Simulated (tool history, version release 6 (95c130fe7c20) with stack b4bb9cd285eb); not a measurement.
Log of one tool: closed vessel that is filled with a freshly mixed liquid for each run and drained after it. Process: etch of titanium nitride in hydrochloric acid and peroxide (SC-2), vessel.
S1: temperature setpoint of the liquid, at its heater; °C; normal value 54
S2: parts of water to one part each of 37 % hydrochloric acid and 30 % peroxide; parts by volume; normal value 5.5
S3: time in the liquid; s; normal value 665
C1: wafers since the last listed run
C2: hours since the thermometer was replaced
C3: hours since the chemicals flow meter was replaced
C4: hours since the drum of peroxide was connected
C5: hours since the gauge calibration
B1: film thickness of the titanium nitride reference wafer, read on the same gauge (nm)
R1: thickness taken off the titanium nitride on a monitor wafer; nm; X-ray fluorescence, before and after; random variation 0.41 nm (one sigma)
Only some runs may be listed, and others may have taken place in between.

run     day    S1   S2    S3    C1      C2      C3     C4      C5     B1      R1
  1       0    54  5.5   665     0   416.3  1687.4  699.7   643.1  30.33   47.67
      1.533  -- new drum of peroxide connected
  2   3.721    54  5.5   665  4404   505.6  1776.7   52.5   732.4  30.38   47.05
  3   6.529    54  5.5   665  3361     573  1844.1  119.9   799.8  30.46   47.65
  4   9.012    54  5.5   800  2972   632.6  1903.7  179.5   859.4  30.55   57.42
  5  10.575    54  5.5   800  1870   670.1  1941.2    217   896.9  30.62   57.29
  6  12.354    54  5.5   665  2129   712.8  1983.9  259.7   939.6  30.63   47.35
  7  15.796    54  5.5   665  4120   795.4  2066.5  342.3  1022.2  30.79   47.83
  8  18.371    54  5.5   665  3082   857.2  2128.3  404.1    1084  30.86   47.82
  9  22.438    54  5.5   665  4868   954.8  2225.9  501.7  1181.6  30.98   48.42
     22.725  -- chemicals flow meter replaced
 10  24.708    54  5.5   665  2668  1009.3    47.6  556.2  1236.1  31.11   47.74
 11  26.858    54  5.5   665  2573  1060.9    99.2  607.8  1287.7  31.27   48.92
 12  29.533    50    4   455  3202  1125.1   163.4    672  1351.9  31.39   31.79
 13  33.025  62.5    4  1020  4180  1208.9   247.2  755.8  1435.7  31.62  157.43
     35.183  -- thermometer replaced
     35.392  -- new drum of peroxide connected
     36.346  -- gauge calibrated
 14  37.358    54  5.5   665  5087    52.2   351.2   47.2    24.3  29.98   47.42
 15  38.975    47  5.5   665  1935      91     390     86    63.1     30   29.19
 16    41.8    54  5.5   665  3381   158.8   457.8  153.8   130.9  30.03   45.81
 17  45.046    63    7   835  3885   236.7   535.7  231.7   208.8  30.02   85.96
 18  47.642    54    8   845  3107     299     598    294   271.1  30.05   44.33
 19  51.846    54  5.5   665  5032   399.9   698.9  394.9     372  30.14   46.46
 20      54    63  7.5   325  2578   451.6   750.6  446.6   423.7  30.18   31.72
 21  57.833    54  5.5   665  4589   543.6   842.6  538.6   515.7  30.19   47.04
 22  60.517    59  5.5   665  3212     608     907    603   580.1  30.29   64.51
 23  62.312    54  5.5   665  2149   651.1   950.1  646.1   623.2  30.34   46.03

Forecast each of these 4 alternatives for the next run:
  A  62.346    54  7.5  665  39  651.9  950.9  646.9  624   ?   ?
  B  62.346  60.5  6.5  665  39  651.9  950.9  646.9  624   ?   ?
  C  62.346  49.5  6.5  470  39  651.9  950.9  646.9  624   ?   ?
  D  62.346  49.5  8.5  940  39  651.9  950.9  646.9  624   ?   ?

run     B1     R1
  A  30.29  36.53
  B  30.29   61.8
  C  30.29  21.44
  D  30.29  34.72
Stripped of hidden state, with their random variation kept, the same runs would have yielded:
run     R1
  A  36.15
  B  61.17
  C  21.22
  D  34.36
